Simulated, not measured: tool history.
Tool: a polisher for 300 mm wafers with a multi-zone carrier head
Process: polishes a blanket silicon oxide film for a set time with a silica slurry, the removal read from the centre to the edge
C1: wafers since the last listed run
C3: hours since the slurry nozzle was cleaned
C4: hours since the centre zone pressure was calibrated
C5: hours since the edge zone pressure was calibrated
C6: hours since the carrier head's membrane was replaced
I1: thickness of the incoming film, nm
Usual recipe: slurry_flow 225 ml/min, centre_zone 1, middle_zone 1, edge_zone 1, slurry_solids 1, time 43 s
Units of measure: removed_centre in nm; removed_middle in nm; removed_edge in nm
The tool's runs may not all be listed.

{"run": 1, "hour": 0.0, "slurry_flow": 225, "centre_zone": 0.96, "middle_zone": 1, "edge_zone": 1, "slurry_solids": 1, "time": 43, "C1": 0, "wafers polished on this pad": 1190, "C3": 72.1, "C4": 781.6, "C5": 659.3, "C6": 1899.4, "I1": 1160.7, "removed_centre": 97.1, "removed_middle": 100.4, "removed_edge": 99.9}
{"run": 2, "hour": 28.4, "slurry_flow": 225, "centre_zone": 0.96, "middle_zone": 1, "edge_zone": 1, "slurry_solids": 1, "time": 43, "C1": 207, "wafers polished on this pad": 1397, "C3": 100.5, "C4": 810, "C5": 687.7, "C6": 1927.8, "I1": 1163.5, "removed_centre": 96.8, "removed_middle": 100.6, "removed_edge": 100.3}
{"hour": 40.6, "done": "worn pad replaced by a new one"}
{"run": 3, "hour": 43.7, "slurry_flow": 225, "centre_zone": 0.96, "middle_zone": 1, "edge_zone": 1, "slurry_solids": 1, "time": 43, "C1": 82, "wafers polished on this pad": 22, "C3": 115.8, "C4": 825.3, "C5": 703, "C6": 1943.1, "I1": 1186.2, "removed_centre": 99.3, "removed_middle": 100, "removed_edge": 102.9}
{"run": 4, "hour": 67.5, "slurry_flow": 225, "centre_zone": 0.9, "middle_zone": 1, "edge_zone": 1, "slurry_solids": 1, "time": 43, "C1": 174, "wafers polished on this pad": 196, "C3": 139.6, "C4": 849.1, "C5": 726.8, "C6": 1966.9, "I1": 1179.1, "removed_centre": 91.8, "removed_middle": 99.4, "removed_edge": 101.4}
{"run": 5, "hour": 80.4, "slurry_flow": 225, "centre_zone": 1, "middle_zone": 1, "edge_zone": 1, "slurry_solids": 1, "time": 43, "C1": 94, "wafers polished on this pad": 290, "C3": 152.5, "C4": 862, "C5": 739.7, "C6": 1979.8, "I1": 1164.6, "removed_centre": 101.6, "removed_middle": 99.6, "removed_edge": 101.6}
{"hour": 111.1, "done": "carrier head's membrane replaced by a new one"}
{"run": 6, "hour": 113.0, "slurry_flow": 250, "centre_zone": 1, "middle_zone": 1, "edge_zone": 1, "slurry_solids": 1, "time": 43, "C1": 201, "wafers polished on this pad": 492, "C3": 185.1, "C4": 894.6, "C5": 772.3, "C6": 1.9, "I1": 1180.9, "removed_centre": 103.2, "removed_middle": 101.9, "removed_edge": 102.8}
{"run": 7, "hour": 135.6, "slurry_flow": 225, "centre_zone": 1, "middle_zone": 1, "edge_zone": 1, "slurry_solids": 1, "time": 43, "C1": 165, "wafers polished on this pad": 657, "C3": 207.7, "C4": 917.2, "C5": 794.9, "C6": 24.5, "I1": 1180.4, "removed_centre": 101.1, "removed_middle": 99.9, "removed_edge": 99.8}
{"run": 8, "hour": 159.2, "slurry_flow": 170, "centre_zone": 1, "middle_zone": 1, "edge_zone": 1, "slurry_solids": 0.8, "time": 43, "C1": 172, "wafers polished on this pad": 830, "C3": 231.3, "C4": 940.8, "C5": 818.5, "C6": 48.1, "I1": 1164, "removed_centre": 89.5, "removed_middle": 86.7, "removed_edge": 91}
{"run": 9, "hour": 180.4, "slurry_flow": 225, "centre_zone": 0.91, "middle_zone": 1, "edge_zone": 0.92, "slurry_solids": 0.85, "time": 55, "C1": 154, "wafers polished on this pad": 985, "C3": 252.5, "C4": 962, "C5": 839.7, "C6": 69.3, "I1": 1170, "removed_centre": 111.6, "removed_middle": 118.9, "removed_edge": 113.4}
{"hour": 203.8, "done": "worn pad replaced by a new one"}
{"run": 10, "hour": 214.3, "slurry_flow": 225, "centre_zone": 1, "middle_zone": 1, "edge_zone": 1, "slurry_solids": 1, "time": 43, "C1": 218, "wafers polished on this pad": 76, "C3": 286.4, "C4": 995.9, "C5": 873.6, "C6": 103.2, "I1": 1158.5, "removed_centre": 101.1, "removed_middle": 99.7, "removed_edge": 100.6}
{"run": 11, "hour": 242.2, "slurry_flow": 225, "centre_zone": 1, "middle_zone": 1, "edge_zone": 1, "slurry_solids": 1.2, "time": 43, "C1": 203, "wafers polished on this pad": 280, "C3": 314.3, "C4": 1023.8, "C5": 901.5, "C6": 131.1, "I1": 1152.2, "removed_centre": 108, "removed_middle": 105.4, "removed_edge": 107.5}
{"run": 12, "hour": 269.4, "slurry_flow": 200, "centre_zone": 1, "middle_zone": 1, "edge_zone": 1, "slurry_solids": 1, "time": 43, "C1": 198, "wafers polished on this pad": 479, "C3": 341.5, "C4": 1051, "C5": 928.7, "C6": 158.3, "I1": 1166.4, "removed_centre": 96.5, "removed_middle": 97.7, "removed_edge": 99.7}
{"hour": 274.8, "done": "centre zone pressure recalibrated"}
{"run": 13, "hour": 290.8, "slurry_flow": 225, "centre_zone": 1.11, "middle_zone": 1, "edge_zone": 1, "slurry_solids": 1.25, "time": 43, "C1": 141, "wafers polished on this pad": 621, "C3": 362.9, "C4": 16, "C5": 950.1, "C6": 179.7, "I1": 1177.9, "removed_centre": 121.1, "removed_middle": 107.1, "removed_edge": 107.2}
{"hour": 309.3, "done": "edge zone pressure recalibrated"}
{"run": 14, "hour": 324.2, "slurry_flow": 225, "centre_zone": 1.1, "middle_zone": 1, "edge_zone": 1.04, "slurry_solids": 1, "time": 43, "C1": 229, "wafers polished on this pad": 850, "C3": 396.3, "C4": 49.4, "C5": 14.9, "C6": 213.1, "I1": 1175.4, "removed_centre": 110.1, "removed_middle": 96.3, "removed_edge": 100.9}
{"run": 15, "hour": 342.4, "slurry_flow": 225, "centre_zone": 1.11, "middle_zone": 1.07, "edge_zone": 1.11, "slurry_solids": 1, "time": 38, "C1": 133, "wafers polished on this pad": 984, "C3": 414.5, "C4": 67.6, "C5": 33.1, "C6": 231.3, "I1": 1170.4, "removed_centre": 97.6, "removed_middle": 92.6, "removed_edge": 93.5}
{"hour": 401.8, "done": "worn pad replaced by a new one"}
{"run": 16, "hour": 429.3, "slurry_flow": 225, "centre_zone": 1, "middle_zone": 1, "edge_zone": 1, "slurry_solids": 1, "time": 43, "C1": 606, "wafers polished on this pad": 200, "C3": 501.4, "C4": 154.5, "C5": 120, "C6": 318.2, "I1": 1177.1, "removed_centre": 95.1, "removed_middle": 97.9, "removed_edge": 98.4}
{"run": 17, "hour": 465.2, "slurry_flow": 225, "centre_zone": 1, "middle_zone": 1, "edge_zone": 1, "slurry_solids": 1, "time": 31, "C1": 262, "wafers polished on this pad": 463, "C3": 537.3, "C4": 190.4, "C5": 155.9, "C6": 354.1, "I1": 1178, "removed_centre": 69.9, "removed_middle": 68.2, "removed_edge": 70.4}
{"run": 18, "hour": 479.2, "slurry_flow": 225, "centre_zone": 1, "middle_zone": 1, "edge_zone": 1, "slurry_solids": 1, "time": 43, "C1": 102, "wafers polished on this pad": 565, "C3": 551.3, "C4": 204.4, "C5": 169.9, "C6": 368.1, "I1": 1170.1, "removed_centre": 95.9, "removed_middle": 95.8, "removed_edge": 95.4}
{"run": 19, "hour": 510.1, "slurry_flow": 270, "centre_zone": 1.09, "middle_zone": 1.1, "edge_zone": 1, "slurry_solids": 0.85, "time": 43, "C1": 225, "wafers polished on this pad": 791, "C3": 582.2, "C4": 235.3, "C5": 200.8, "C6": 399, "I1": 1175.2, "removed_centre": 99.1, "removed_middle": 96.8, "removed_edge": 91.3}
{"run": 20, "hour": 532.0, "slurry_flow": 265, "centre_zone": 1, "middle_zone": 1, "edge_zone": 1, "slurry_solids": 0.75, "time": 43, "C1": 160, "wafers polished on this pad": 951, "C3": 604.1, "C4": 257.2, "C5": 222.7, "C6": 420.9, "I1": 1173.8, "removed_centre": 86.8, "removed_middle": 85.3, "removed_edge": 86.9}
{"run": 21, "hour": 553.4, "slurry_flow": 225, "centre_zone": 1, "middle_zone": 1, "edge_zone": 1, "slurry_solids": 1, "time": 43, "C1": 156, "wafers polished on this pad": 1108, "C3": 625.5, "C4": 278.6, "C5": 244.1, "C6": 442.3, "I1": 1156.3, "removed_centre": 94.2, "removed_middle": 94.1, "removed_edge": 93.8}

Predict each of these 5 candidate next runs independently; none follows another, all start after run 21:
{"run": "A", "hour": 553.8, "slurry_flow": 225, "centre_zone": 1, "middle_zone": 1, "edge_zone": 1.06, "slurry_solids": 1, "time": 43, "C1": 2, "wafers polished on this pad": 1111, "C3": 625.9, "C4": 279, "C5": 244.5, "C6": 442.7, "I1": 1151.5, "removed_centre": "?", "removed_middle": "?", "removed_edge": "?"}
{"run": "B", "hour": 553.8, "slurry_flow": 185, "centre_zone": 0.91, "middle_zone": 1.05, "edge_zone": 1, "slurry_solids": 1, "time": 49, "C1": 2, "wafers polished on this pad": 1111, "C3": 625.9, "C4": 279, "C5": 244.5, "C6": 442.7, "I1": 1151.5, "removed_centre": "?", "removed_middle": "?", "removed_edge": "?"}
{"run": "C", "hour": 553.8, "slurry_flow": 300, "centre_zone": 0.96, "middle_zone": 1, "edge_zone": 1, "slurry_solids": 1, "time": 30, "C1": 2, "wafers polished on this pad": 1111, "C3": 625.9, "C4": 279, "C5": 244.5, "C6": 442.7, "I1": 1151.5, "removed_centre": "?", "removed_middle": "?", "removed_edge": "?"}
{"run": "D", "hour": 553.8, "slurry_flow": 225, "centre_zone": 1, "middle_zone": 1, "edge_zone": 1, "slurry_solids": 1, "time": 54, "C1": 2, "wafers polished on this pad": 1111, "C3": 625.9, "C4": 279, "C5": 244.5, "C6": 442.7, "I1": 1151.5, "removed_centre": "?", "removed_middle": "?", "removed_edge": "?"}
{"run": "E", "hour": 553.8, "slurry_flow": 255, "centre_zone": 1, "middle_zone": 1.07, "edge_zone": 0.96, "slurry_solids": 0.8, "time": 43, "C1": 2, "wafers polished on this pad": 1111, "C3": 625.9, "C4": 279, "C5": 244.5, "C6": 442.7, "I1": 1151.5, "removed_centre": "?", "removed_middle": "?", "removed_edge": "?"}

run=A removed_centre=95.4 removed_middle=94.3 removed_edge=99
run=B removed_centre=95.1 removed_middle=107.9 removed_edge=107.1
run=C removed_centre=67 removed_middle=68.7 removed_edge=69.4
run=D removed_centre=119.8 removed_middle=118.4 removed_edge=121
run=E removed_centre=88.7 removed_middle=92.2 removed_edge=87.2
With the hidden condition removed and each run's random variation left untouched, the same runs would have given:
run=A removed_centre=103.5 removed_middle=101.4 removed_edge=104.4
run=B removed_centre=104.6 removed_middle=117.4 removed_edge=113.9
run=C removed_centre=71.5 removed_middle=72.7 removed_edge=72.4
run=D removed_centre=129.9 removed_middle=127.3 removed_edge=127.6
run=E removed_centre=95.5 removed_middle=98.4 removed_edge=91.5

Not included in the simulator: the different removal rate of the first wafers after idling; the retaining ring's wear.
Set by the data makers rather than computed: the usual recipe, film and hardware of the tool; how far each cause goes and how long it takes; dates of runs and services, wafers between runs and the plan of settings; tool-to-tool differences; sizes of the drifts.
